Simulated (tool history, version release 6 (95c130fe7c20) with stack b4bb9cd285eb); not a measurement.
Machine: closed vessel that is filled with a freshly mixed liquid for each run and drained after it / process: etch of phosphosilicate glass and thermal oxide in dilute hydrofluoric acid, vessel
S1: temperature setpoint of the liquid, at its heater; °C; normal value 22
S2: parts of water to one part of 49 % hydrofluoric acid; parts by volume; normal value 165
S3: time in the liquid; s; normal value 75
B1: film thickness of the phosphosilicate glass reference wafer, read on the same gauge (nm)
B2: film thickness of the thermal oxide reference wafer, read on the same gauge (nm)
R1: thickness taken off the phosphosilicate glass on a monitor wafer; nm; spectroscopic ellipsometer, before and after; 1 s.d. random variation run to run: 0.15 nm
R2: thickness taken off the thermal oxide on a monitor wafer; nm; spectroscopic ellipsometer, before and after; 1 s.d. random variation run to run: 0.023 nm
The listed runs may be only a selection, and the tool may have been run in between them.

run,hour,S1,S2,S3,B1,B2,R1,R2
1,0,22,165,75,130,139.99,22.6,1.811
2,16.6,22,165,75,129.99,139.992,22.56,1.87
# hour 20.2: gauge calibrated
3,41.7,22,165,75,130,140.003,22.42,1.821
4,61.7,22,230,75,129.97,139.992,15.09,1.238
5,76.1,22,165,75,130,139.962,22.44,1.779
6,102.5,22,165,115,130.01,139.993,34.62,2.783
7,127.6,22,165,75,130,139.984,22.16,1.824
8,148.5,19.5,220,90,130,140.002,17.25,1.367
9,168.9,23.5,135,60,129.99,139.985,24.01,1.951
10,204.5,22,165,75,130.02,139.981,22.17,1.806
11,221.8,24.5,165,75,129.99,140.034,24.59,1.977
12,254.1,20,165,75,130,139.992,20.67,1.639
13,286.1,26.5,225,110,130.01,139.945,26.67,2.152
14,319.7,22,165,75,129.99,140.017,21.95,1.771
15,352.9,19,165,75,129.99,139.986,19.8,1.581
16,382.6,22,165,75,129.99,139.99,22.13,1.77
17,406.5,22,210,75,130,140.006,16.52,1.347
18,422.6,22,165,75,130.01,139.996,22.06,1.775
19,438.8,26,165,60,130.01,140.035,20.26,1.648
20,474.1,22,165,75,130.02,139.982,22.07,1.779
21,497.5,22,165,75,129.99,139.991,21.92,1.803
22,517.6,19,225,75,130,139.97,13.61,1.083
23,560.5,18,165,75,130.01,139.983,18.78,1.479
24,580.3,22,165,45,129.99,140.02,13.25,1.067
25,608.5,22,165,75,130.01,139.979,21.93,1.76

Each run again, without the hidden state but with its own random variation kept:
Hidden conditions of the tool in this case: liquid colder than its thermometer reads (K); hydrofluoric acid flow below the setpoint (%); gauge reads high (%).
run,R1,R2
1,22.85,1.83
2,22.81,1.891
3,22.7,1.843
4,15.28,1.254
5,22.75,1.804
6,35.15,2.825
7,22.52,1.854
8,17.55,1.391
9,24.45,1.987
10,22.61,1.842
11,25.09,2.017
12,21.13,1.675
13,27.24,2.198
14,22.51,1.815
15,20.34,1.624
16,22.74,1.82
17,16.98,1.385
18,22.71,1.827
19,20.84,1.695
20,22.77,1.836
21,22.65,1.863
22,14.07,1.12
23,19.49,1.535
24,13.74,1.106
25,22.77,1.827
